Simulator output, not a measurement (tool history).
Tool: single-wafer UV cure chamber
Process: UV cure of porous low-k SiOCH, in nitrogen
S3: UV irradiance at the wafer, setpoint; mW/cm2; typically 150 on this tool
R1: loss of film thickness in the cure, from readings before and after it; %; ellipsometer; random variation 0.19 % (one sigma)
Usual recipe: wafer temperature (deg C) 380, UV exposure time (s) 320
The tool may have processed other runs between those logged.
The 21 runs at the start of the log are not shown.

Run 22, hour 494.0: usual settings. Result: R1 14.942 %.
Run 23, hour 545.0: usual settings but S3 111 mW/cm2. Result: R1 13.188 %.
Run 24, hour 567.3: usual settings but UV exposure time (s) 265, S3 170 mW/cm2. Result: R1 13.832 %.
Run 25, hour 598.8: usual settings but wafer temperature (deg C) 398. Result: R1 14.632 %.
Run 26, hour 626.7: usual settings but wafer temperature (deg C) 373, S3 166 mW/cm2. Result: R1 14.526 %.
Run 27, hour 641.1: usual settings. Result: R1 14.084 %.
Run 28, hour 670.8: usual settings but wafer temperature (deg C) 361. Result: R1 13.306 %.
Run 29, hour 703.3: usual settings. Result: R1 13.915 %.
At hour 724.2: quartz window cleaned.
Run 30, hour 729.5: usual settings but wafer temperature (deg C) 374. Result: R1 14.608 %.
Run 31, hour 745.5: usual settings but wafer temperature (deg C) 373, UV exposure time (s) 245, S3 138 mW/cm2. Result: R1 13.052 %.

What if the next run were any one of these 3? Each begins from the tool's condition after run 31:
Run A, hour 746.0: usual settings. Result: R1 ?.
Run B, hour 746.0: usual settings. Result: R1 ?.
Run C, hour 746.0: usual settings but wafer temperature (deg C) 399, UV exposure time (s) 190. Result: R1 ?.

run      R1
  A  15.198
  B  15.198
  C  12.907
What these runs would have given with no unlogged condition in the tool:
run      R1
  A  15.514
  B  15.514
  C  13.211
